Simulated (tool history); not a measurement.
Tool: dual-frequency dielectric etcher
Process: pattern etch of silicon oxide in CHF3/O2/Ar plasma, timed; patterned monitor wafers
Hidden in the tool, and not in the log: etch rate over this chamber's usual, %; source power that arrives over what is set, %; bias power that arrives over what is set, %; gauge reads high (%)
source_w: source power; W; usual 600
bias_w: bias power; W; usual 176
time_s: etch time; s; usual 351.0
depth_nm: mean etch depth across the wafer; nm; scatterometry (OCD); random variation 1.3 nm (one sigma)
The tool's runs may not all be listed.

run   hour  source_w  bias_w  time_s  wafers since the last listed run  hours since the last wet clean  hours since the last source power generator calibration  hours since the last bias power generator calibration  hours since the last upper electrode change  hours since the gauge calibration  read-back reference wafer on the same gauge, depth_nm  depth_nm
  1    0.0       600     176   351.0                                 0                           625.2                                                   3734.2                                                 3315.1                                       2783.2                              418.9                                                  763.5     628.2
      21.9  -- wet clean of the chamber
  2   36.0       600     176   351.0                                74                            14.1                                                   3770.2                                                 3351.1                                       2819.2                              454.9                                                  763.6     644.7
  3   97.8       600     176   351.0                               327                            75.9                                                   3832.0                                                 3412.9                                       2881.0                              516.7                                                  763.5     640.9
  4  151.1       600     205   351.0                               282                           129.2                                                   3885.3                                                 3466.2                                       2934.3                              570.0                                                  763.0     668.5
  5  222.7       600     176   351.0                               379                           200.8                                                   3956.9                                                 3537.8                                       3005.9                              641.6                                                  762.4     639.7
  6  249.8       600     176   351.0                               143                           227.9                                                   3984.0                                                 3564.9                                       3033.0                              668.7                                                  763.6     638.2
  7  274.6       600     176   351.0                               131                           252.7                                                   4008.8                                                 3589.7                                       3057.8                              693.5                                                  763.0     638.1
  8  340.4       600     148   351.0                               348                           318.5                                                   4074.6                                                 3655.5                                       3123.6                              759.3                                                  762.6     607.2
     391.8  -- gauge calibrated
  9  402.3       600     148   351.0                               328                           380.4                                                   4136.5                                                 3717.4                                       3185.5                               10.5                                                  762.9     606.3
     445.6  -- source power generator calibrated
 10  473.5       600     148   351.0                               356                           451.6                                                     27.9                                                 3788.6                                       3256.7                               81.7                                                  763.1     604.7
 11  535.1       530     176   351.0                               326                           513.2                                                     89.5                                                 3850.2                                       3318.3                              143.3                                                  763.6     607.6

Run 12 comes next. What will it give?
     575.4  -- bias power generator calibrated
 12  584.2       600     202   311.5                               239                           562.3                                                    138.6                                                    8.8                                       3367.4                              192.4                                                      ?         ?

read-back reference wafer on the same gauge, depth_nm: 763.1
depth_nm: 586.0 nm
Without the tool's hidden state the same run would have given depth_nm 597.0 nm.
